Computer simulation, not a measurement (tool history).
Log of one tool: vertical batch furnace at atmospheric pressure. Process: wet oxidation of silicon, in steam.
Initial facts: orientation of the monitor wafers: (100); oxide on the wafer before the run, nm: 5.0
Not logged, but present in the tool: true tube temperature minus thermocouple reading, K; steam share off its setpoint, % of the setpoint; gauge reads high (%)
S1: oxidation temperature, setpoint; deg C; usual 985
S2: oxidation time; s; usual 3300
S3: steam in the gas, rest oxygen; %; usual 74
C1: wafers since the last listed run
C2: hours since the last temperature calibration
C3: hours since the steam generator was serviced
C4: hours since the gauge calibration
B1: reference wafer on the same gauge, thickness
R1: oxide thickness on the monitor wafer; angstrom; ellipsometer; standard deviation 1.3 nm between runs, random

run	hour	S1	S2	S3	C1	C2	C3	C4	B1	R1
1	0	985	3300	74	0	2585.7	1428.6	703.7	250.03	2732.1
2	14.1	994	2040	74	255	2599.8	1442.7	717.8	250.68	2061.2
3	29.2	994	2040	74	273	2614.9	1457.8	732.9	250.23	2073.5
4	61.4	994	2040	74	582	2647.1	1490	765.1	249.83	2071.9
5	77.3	979	3300	74	287	2663	1505.9	781	250.24	2595.3
6	107.2	979	3300	74	541	2692.9	1535.8	810.9	249.69	2598.7
7	139	995	3300	74	575	2724.7	1567.6	842.7	249.92	2977
8	167.8	995	3300	74	521	2753.5	1596.4	871.5	250.13	2979
9	188.7	995	3300	74	378	2774.4	1617.3	892.4	250.02	2977
10	212.8	985	3300	74	436	2798.5	1641.4	916.5	249.79	2736.6
# hour 265.5: steam generator serviced
11	266	985	3300	74	528	2851.7	0.5	969.7	249.95	2806.3
12	277.9	985	3300	74	215	2863.6	12.4	981.6	250.46	2840.8
13	292.5	985	3300	74	264	2878.2	27	996.2	250.02	2829.6
14	395	985	3300	74	1854	2980.7	129.5	1098.7	250.11	2821.1
15	407.1	985	3300	74	218	2992.8	141.6	1110.8	250.09	2807
16	426	985	3300	74	341	3011.7	160.5	1129.7	249.69	2802.4
17	458	977	4860	79	579	3043.7	192.5	1161.7	249.79	3653.3
18	488.8	985	3300	74	557	3074.5	223.3	1192.5	250.12	2797.7
19	516.3	985	3300	74	497	3102	250.8	1220	250.33	2781.9
20	540.3	960	4020	80	434	3126	274.8	1244	249.68	2746.3
21	565.6	972	4020	77	457	3151.3	300.1	1269.3	250.23	2971.3
22	581.5	985	3300	74	287	3167.2	316	1285.2	249.87	2796.5
23	598.6	1007	1770	74	309	3184.3	333.1	1302.3	249.98	2121.4
# hour 629.3: thermocouples replaced and temperature profile calibrated
24	629.8	993	3300	78	130	0.5	364.3	1333.5	249.7	3098.6
25	659.5	994	2520	78	537	30.2	394	1363.2	249.72	2563.4
26	686.8	985	3300	64	493	57.5	421.3	1390.5	250.42	2492
27	700.7	1006	2280	65	251	71.4	435.2	1404.4	250.26	2291.5
# hour 701.9: gauge calibrated
28	723.7	976	1740	65	416	94.4	458.2	21.8	250.58	1403.7
29	742	985	3300	70	331	112.7	476.5	40.1	249.92	2670.2
30	778	1001	2520	65	651	148.7	512.5	76.1	250.39	2363
31	806.1	985	2040	63	508	176.8	540.6	104.2	249.73	1691.6
32	832.1	960	4020	80	470	202.8	566.6	130.2	249.72	2713
33	855	985	3300	74	414	225.7	589.5	153.1	249.45	2766.9
34	875.6	960	4020	80	372	246.3	610.1	173.7	249.9	2718.5
35	903.8	1000	2730	69	510	274.5	638.3	201.9	249.97	2592.1
36	931.9	985	3300	74	508	302.6	666.4	230	250.42	2754.5
37	954.9	995	3300	74	416	325.6	689.4	253	250.1	2979.1
38	978	985	3870	71	417	348.7	712.5	276.1	249.94	2997.1
39	1002.1	985	3300	74	436	372.8	736.6	300.2	249.85	2752.7

For some of the steps in R1 from one run to the next: how much would appear even if the tool had no hidden state, given the settings, what came in and random variation, and how much remains for the hidden state plus any gauge scatter that the measured result and the result without hidden state don't share?
Run 10 -> 11: steam generator serviced. R1 +69.7 angstrom: hidden state +89.9, all else -20.2.
Run 23 -> 24: S1 1007 -> 993, S2 1770 -> 3300, S3 74 -> 78, thermocouples replaced and temperature profile calibrated. R1 +977.2 angstrom: hidden state -19.6, all else +996.8.
Run 28 -> 29: S1 976 -> 985, S2 1740 -> 3300, S3 65 -> 70. R1 +1266.5 angstrom: hidden state -27.1, all else +1293.6.
Run 31 -> 32: S1 985 -> 960, S2 2040 -> 4020, S3 63 -> 80. R1 +1021.4 angstrom: hidden state -27.1, all else +1048.5.

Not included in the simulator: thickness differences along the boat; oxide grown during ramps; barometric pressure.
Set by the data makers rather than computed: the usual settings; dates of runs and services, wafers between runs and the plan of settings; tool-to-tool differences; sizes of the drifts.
